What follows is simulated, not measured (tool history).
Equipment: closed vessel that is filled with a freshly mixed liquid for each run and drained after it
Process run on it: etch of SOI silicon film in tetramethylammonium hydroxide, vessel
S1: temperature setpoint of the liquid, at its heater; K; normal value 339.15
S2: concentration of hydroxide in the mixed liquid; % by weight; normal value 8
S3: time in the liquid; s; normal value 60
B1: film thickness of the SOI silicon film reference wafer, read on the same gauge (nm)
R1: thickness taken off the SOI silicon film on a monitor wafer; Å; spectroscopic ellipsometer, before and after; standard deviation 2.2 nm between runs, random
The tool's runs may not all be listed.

Run 1, hour 0: usual settings; B1 130. Result: R1 3309.5 Å.
Run 2, hour 60.9: usual settings; B1 130.03. Result: R1 3360.2 Å.
Run 3, hour 98.9: usual settings; B1 130. Result: R1 3345.9 Å.
Run 4, hour 184.6: usual settings but S1 337.15 K, S3 45 s; B1 130. Result: R1 2197.2 Å.
Run 5, hour 288: usual settings; B1 130.01. Result: R1 3316.5 Å.
At hour 377.2: thermometer replaced.
At hour 384.4: hydroxide flow meter replaced.
Run 6, hour 387.7: usual settings; B1 130.02. Result: R1 3081.1 Å.
Run 7, hour 485.6: usual settings; B1 129.98. Result: R1 3049.2 Å.
At hour 534.5: thermometer replaced, repeated, since the last time left the tool worse.
Run 8, hour 566.6: usual settings but S3 30 s; B1 129.99. Result: R1 1806.4 Å.

Forecast run 9:
At hour 610.9: gauge calibrated.
Run 9, hour 654: usual settings but S1 334.65 K, S2 6 % by weight, S3 80 s; B1 ?. Result: R1 ?.

B1: 130.01
R1: 3895.8 Å
Take away the tool's hidden state, keep the run-to-run variation as it was, and the same run would have given R1 4003.2 Å.
